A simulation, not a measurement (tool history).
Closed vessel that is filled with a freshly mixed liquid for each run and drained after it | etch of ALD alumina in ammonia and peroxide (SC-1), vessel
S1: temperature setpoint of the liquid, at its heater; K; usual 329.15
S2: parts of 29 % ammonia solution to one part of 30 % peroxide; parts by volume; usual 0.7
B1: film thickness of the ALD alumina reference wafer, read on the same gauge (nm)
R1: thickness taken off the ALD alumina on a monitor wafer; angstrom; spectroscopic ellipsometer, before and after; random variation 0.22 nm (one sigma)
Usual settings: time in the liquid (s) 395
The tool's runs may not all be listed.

{"run": 1, "hour": 0.0, "S1": 329.15, "S2": 0.7, "time in the liquid (s)": 395, "B1": 31.3, "R1": 318.5}
{"hour": 1.8, "done": "new drum of ammonia solution connected"}
{"run": 2, "hour": 31.2, "S1": 329.15, "S2": 0.7, "time in the liquid (s)": 395, "B1": 31.27, "R1": 322.2}
{"run": 3, "hour": 44.5, "S1": 329.15, "S2": 0.7, "time in the liquid (s)": 395, "B1": 31.27, "R1": 319.6}
{"hour": 62.7, "done": "gauge calibrated"}
{"run": 4, "hour": 80.4, "S1": 329.15, "S2": 0.7, "time in the liquid (s)": 395, "B1": 30.14, "R1": 309}
{"run": 5, "hour": 111.9, "S1": 329.15, "S2": 0.7, "time in the liquid (s)": 395, "B1": 30.25, "R1": 309.4}
{"run": 6, "hour": 135.7, "S1": 329.15, "S2": 0.7, "time in the liquid (s)": 395, "B1": 30.33, "R1": 311.9}
{"run": 7, "hour": 172.8, "S1": 320.65, "S2": 0.4, "time in the liquid (s)": 615, "B1": 30.41, "R1": 292}
{"run": 8, "hour": 202.5, "S1": 329.15, "S2": 0.6, "time in the liquid (s)": 395, "B1": 30.49, "R1": 308.1}
{"run": 9, "hour": 231.6, "S1": 335.65, "S2": 0.95, "time in the liquid (s)": 305, "B1": 30.57, "R1": 348.6}
{"run": 10, "hour": 332.2, "S1": 329.15, "S2": 0.7, "time in the liquid (s)": 395, "B1": 30.79, "R1": 313.3}
{"run": 11, "hour": 362.5, "S1": 329.15, "S2": 1, "time in the liquid (s)": 395, "B1": 30.77, "R1": 326.4}
{"hour": 366.9, "done": "ammonia flow meter replaced"}
{"run": 12, "hour": 392.3, "S1": 329.15, "S2": 0.7, "time in the liquid (s)": 395, "B1": 30.87, "R1": 315.5}
{"hour": 407.0, "done": "thermometer replaced"}
{"run": 13, "hour": 409.4, "S1": 319.65, "S2": 0.7, "time in the liquid (s)": 395, "B1": 30.91, "R1": 189}
{"run": 14, "hour": 430.6, "S1": 335.15, "S2": 0.85, "time in the liquid (s)": 215, "B1": 30.96, "R1": 237.1}
{"run": 15, "hour": 448.3, "S1": 329.15, "S2": 0.7, "time in the liquid (s)": 395, "B1": 30.91, "R1": 316.5}
{"run": 16, "hour": 481.3, "S1": 329.15, "S2": 0.7, "time in the liquid (s)": 495, "B1": 30.99, "R1": 392}
{"run": 17, "hour": 502.4, "S1": 329.15, "S2": 0.7, "time in the liquid (s)": 395, "B1": 31.07, "R1": 320.9}
{"run": 18, "hour": 524.1, "S1": 323.65, "S2": 0.7, "time in the liquid (s)": 395, "B1": 31.06, "R1": 237.9}
{"run": 19, "hour": 556.6, "S1": 323.15, "S2": 0.55, "time in the liquid (s)": 495, "B1": 31.11, "R1": 283.2}
{"run": 20, "hour": 575.2, "S1": 329.15, "S2": 0.45, "time in the liquid (s)": 245, "B1": 31.08, "R1": 187}
{"run": 21, "hour": 588.8, "S1": 324.15, "S2": 1, "time in the liquid (s)": 165, "B1": 31.11, "R1": 106}
{"run": 22, "hour": 616.5, "S1": 333.15, "S2": 0.6, "time in the liquid (s)": 270, "B1": 31.14, "R1": 263.7}
{"run": 23, "hour": 643.9, "S1": 329.15, "S2": 0.55, "time in the liquid (s)": 275, "B1": 31.13, "R1": 215.6}
{"run": 24, "hour": 678.2, "S1": 325.15, "S2": 0.7, "time in the liquid (s)": 610, "B1": 31.14, "R1": 394.9}
{"run": 25, "hour": 698.4, "S1": 325.65, "S2": 0.7, "time in the liquid (s)": 395, "B1": 31.19, "R1": 267.9}
{"run": 26, "hour": 712.5, "S1": 329.15, "S2": 0.7, "time in the liquid (s)": 240, "B1": 31.17, "R1": 192.7}
{"run": 27, "hour": 726.7, "S1": 329.15, "S2": 0.7, "time in the liquid (s)": 395, "B1": 31.17, "R1": 321.2}
{"run": 28, "hour": 777.1, "S1": 329.15, "S2": 0.7, "time in the liquid (s)": 265, "B1": 31.25, "R1": 214.6}
{"run": 29, "hour": 804.5, "S1": 322.65, "S2": 0.95, "time in the liquid (s)": 300, "B1": 31.18, "R1": 173.2}
{"run": 30, "hour": 834.3, "S1": 338.15, "S2": 0.7, "time in the liquid (s)": 595, "B1": 31.22, "R1": 762.8}

3 ways to go on from here, each from the tool as it stands after run 30. What would each give?
{"run": "A", "hour": 835.1, "S1": 338.65, "S2": 0.7, "time in the liquid (s)": 395, "B1": "?", "R1": "?"}
{"run": "B", "hour": 835.1, "S1": 321.65, "S2": 1, "time in the liquid (s)": 550, "B1": "?", "R1": "?"}
{"run": "C", "hour": 835.1, "S1": 324.65, "S2": 0.6, "time in the liquid (s)": 215, "B1": "?", "R1": "?"}

run=A B1=31.23 R1=520.4
run=B B1=31.23 R1=307.4
run=C B1=31.23 R1=135
Without the tool's hidden state the same runs would have given:
run=A R1=499.6
run=B R1=295.1
run=C R1=129.6
